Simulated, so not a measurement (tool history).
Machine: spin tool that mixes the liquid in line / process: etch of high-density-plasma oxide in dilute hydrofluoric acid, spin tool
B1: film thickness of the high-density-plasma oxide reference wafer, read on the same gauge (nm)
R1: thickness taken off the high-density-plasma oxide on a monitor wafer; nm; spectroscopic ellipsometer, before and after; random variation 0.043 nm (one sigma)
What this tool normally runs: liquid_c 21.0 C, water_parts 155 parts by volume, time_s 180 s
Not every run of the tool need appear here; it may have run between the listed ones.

Run 1, hour 0.0: usual settings; B1 150.005. Result: R1 4.995 nm.
Run 2, hour 79.2: usual settings; B1 149.985. Result: R1 4.973 nm.
Run 3, hour 130.5: usual settings; B1 150.020. Result: R1 5.003 nm.
Run 4, hour 226.4: usual settings but water_parts 210 parts by volume; B1 149.993. Result: R1 3.517 nm.
Run 5, hour 269.5: usual settings but water_parts 210 parts by volume; B1 149.988. Result: R1 3.595 nm.
At hour 325.1: gauge calibrated.
Run 6, hour 355.1: usual settings but water_parts 210 parts by volume; B1 150.001. Result: R1 3.567 nm.
Run 7, hour 393.0: usual settings but water_parts 110 parts by volume, time_s 95 s; B1 150.003. Result: R1 4.015 nm.
Run 8, hour 497.1: usual settings; B1 150.007. Result: R1 5.187 nm.
Run 9, hour 561.9: usual settings; B1 149.996. Result: R1 5.225 nm.
Run 10, hour 632.1: usual settings; B1 150.006. Result: R1 5.370 nm.
At hour 661.8: hydrofluoric acid flow meter replaced.
Run 11, hour 707.2: usual settings; B1 150.022. Result: R1 5.014 nm.
Run 12, hour 765.2: usual settings; B1 149.998. Result: R1 5.103 nm.
Run 13, hour 847.6: usual settings; B1 149.995. Result: R1 5.159 nm.
Run 14, hour 937.6: usual settings; B1 150.003. Result: R1 5.184 nm.
Run 15, hour 1026.8: usual settings but liquid_c 18.0 C, water_parts 80 parts by volume, time_s 80 s; B1 149.996. Result: R1 4.313 nm.
Run 16, hour 1097.6: usual settings but liquid_c 23.0 C, water_parts 130 parts by volume, time_s 75 s; B1 150.006. Result: R1 2.864 nm.
Run 17, hour 1204.3: usual settings but water_parts 175 parts by volume, time_s 250 s; B1 149.984. Result: R1 6.383 nm.
Run 18, hour 1253.5: usual settings; B1 149.982. Result: R1 5.341 nm.
Run 19, hour 1394.0: usual settings; B1 150.018. Result: R1 5.481 nm.
At hour 1425.4: thermometer replaced.
Run 20, hour 1475.2: usual settings but water_parts 195 parts by volume, time_s 250 s; B1 150.012. Result: R1 5.163 nm.
Run 21, hour 1513.9: usual settings but water_parts 110 parts by volume, time_s 95 s; B1 150.008. Result: R1 3.875 nm.
Run 22, hour 1585.2: usual settings but water_parts 95 parts by volume; B1 150.008. Result: R1 8.587 nm.
Run 23, hour 1638.7: usual settings but liquid_c 18.5 C, water_parts 125 parts by volume; B1 150.011. Result: R1 5.699 nm.
Run 24, hour 1706.9: usual settings but liquid_c 24.5 C, water_parts 110 parts by volume; B1 149.996. Result: R1 8.571 nm.
Run 25, hour 1803.2: usual settings but liquid_c 17.0 C; B1 149.999. Result: R1 4.210 nm.
Run 26, hour 1889.9: usual settings but liquid_c 18.0 C, time_s 245 s; B1 149.988. Result: R1 6.032 nm.
Run 27, hour 1972.4: usual settings; B1 150.010. Result: R1 5.184 nm.
Run 28, hour 2011.1: usual settings but liquid_c 17.5 C, water_parts 85 parts by volume, time_s 135 s; B1 149.998. Result: R1 6.517 nm.
Run 29, hour 2104.9: usual settings; B1 149.988. Result: R1 5.251 nm.
Run 30, hour 2206.5: usual settings but time_s 140 s; B1 150.014. Result: R1 4.101 nm.
Run 31, hour 2306.4: usual settings but water_parts 130 parts by volume; B1 150.009. Result: R1 6.420 nm.

The tool's hidden state at each run:
gauge reads high (%): 0 across all the runs
H1: liquid hotter than its thermometer reads (K)
H2: hydrofluoric acid flow above the setpoint (%)
run     H1     H2
  1  0.149   3.88
  2  0.291   4.03
  3  0.383   4.13
  4  0.554   4.32
  5  0.632    4.4
  6  0.785   4.56
  7  0.853   4.64
  8   1.04   4.84
  9   1.15   4.96
 10   1.28    5.1
 11   1.41  0.343
 12   1.52  0.454
 13   1.67  0.613
 14   1.83  0.787
 15   1.99  0.959
 16   2.11    1.1
 17    2.3    1.3
 18   2.39    1.4
 19   2.64   1.67
 20  0.206   1.82
 21  0.275    1.9
 22  0.403   2.03
 23  0.499   2.14
 24  0.621   2.27
 25  0.793   2.46
 26  0.948   2.62
 27    1.1   2.78
 28   1.17   2.86
 29   1.33   3.04
 30   1.51   3.23
 31   1.69   3.43
